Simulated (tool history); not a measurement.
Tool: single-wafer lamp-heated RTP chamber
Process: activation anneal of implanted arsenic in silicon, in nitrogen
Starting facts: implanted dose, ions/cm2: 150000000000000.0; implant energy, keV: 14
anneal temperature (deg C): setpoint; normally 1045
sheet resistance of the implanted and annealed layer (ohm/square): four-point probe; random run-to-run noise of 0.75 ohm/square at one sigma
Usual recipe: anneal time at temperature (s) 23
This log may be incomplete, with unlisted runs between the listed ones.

| run | day | anneal temperature (deg C) | anneal time at temperature (s) | read-back reference wafer on the same gauge, sheet resistance | sheet resistance of the implanted and annealed layer (ohm/square) |
|---|---|---|---|---|---|
| 1 | 0 | 1045 | 23 | 501.13 | 497.13 |
| 2 | 2.667 | 1045 | 23 | 500.83 | 496.87 |
| 3 | 3.942 | 1045 | 23 | 500.85 | 496.21 |
| 4 | 6.429 | 1045 | 30 | 501.46 | 491.7 |
|  | 8.067 | pyrometer window cleaned and pyrometer calibrated |
| 5 | 8.088 | 1025 | 19 | 501.3 | 503.61 |
| 6 | 9.529 | 1025 | 19 | 501.11 | 504.58 |
| 7 | 11.646 | 1025 | 19 | 501.03 | 502.33 |
| 8 | 12.838 | 1045 | 23 | 500.73 | 498.46 |
| 9 | 13.942 | 1045 | 23 | 500.67 | 496.74 |
| 10 | 16.629 | 1025 | 23 | 500.81 | 502.25 |
| 11 | 18.146 | 1025 | 23 | 500.86 | 501.74 |
| 12 | 19.412 | 1025 | 23 | 500.97 | 502.69 |
|  | 21.421 | reflector plate cleaned |
| 13 | 21.442 | 1032 | 23 | 500.76 | 500.04 |
|  | 22.412 | pyrometer window cleaned and pyrometer calibrated |
| 14 | 22.896 | 1045 | 23 | 501.02 | 497.61 |
|  | 23.1 | gauge calibrated |
| 15 | 24.933 | 1045 | 23 | 500.88 | 497.99 |
| 16 | 26.688 | 1045 | 23 | 500.82 | 498.34 |
| 17 | 29.021 | 1045 | 23 | 500.62 | 497.06 |
| 18 | 31.129 | 1035 | 23 | 500.85 | 498.56 |
| 19 | 32.129 | 1045 | 23 | 501.36 | 494.66 |
| 20 | 33.821 | 1045 | 23 | 501.17 | 496.73 |
| 21 | 35.5 | 1064 | 23 | 500.82 | 488.41 |
| 22 | 36.608 | 1018 | 14 | 500.8 | 505.79 |
|  | 37.533 | pyrometer window cleaned and pyrometer calibrated |
| 23 | 38.312 | 1057 | 9 | 500.47 | 503.98 |
| 24 | 40.779 | 1017 | 18 | 501.39 | 504.86 |
| 25 | 43.229 | 1015 | 10 | 500.99 | 508.88 |
| 26 | 45.817 | 1026 | 28 | 501.01 | 498.98 |
| 27 | 48.05 | 1025 | 19 | 501.07 | 503.19 |
| 28 | 49.275 | 1045 | 36 | 500.5 | 488.69 |
|  | 52.142 | pyrometer window cleaned and pyrometer calibrated |
| 29 | 52.162 | 1027 | 23 | 500.97 | 502.89 |
| 30 | 54.208 | 1045 | 23 | 500.99 | 497.56 |
| 31 | 55.229 | 1028 | 37 | 500.67 | 497.01 |
|  | 56.658 | reflector plate cleaned |
| 32 | 57.079 | 1026 | 19 | 500.47 | 503.51 |
| 33 | 60.025 | 1070 | 16 | 500.74 | 494.04 |
| 34 | 61.642 | 1021 | 35 | 500.78 | 497.61 |

Run 35, settings as shown, results not yet in. Your forecast:
| 35 | 63.454 | 1045 | 23 | ? | ? |

read-back reference wafer on the same gauge, sheet resistance: 501.16
sheet resistance of the implanted and annealed layer (ohm/square): 496.14
On a tool with no hidden condition, and with the same random variation, this run would have come out at sheet resistance of the implanted and annealed layer (ohm/square) 499.16.
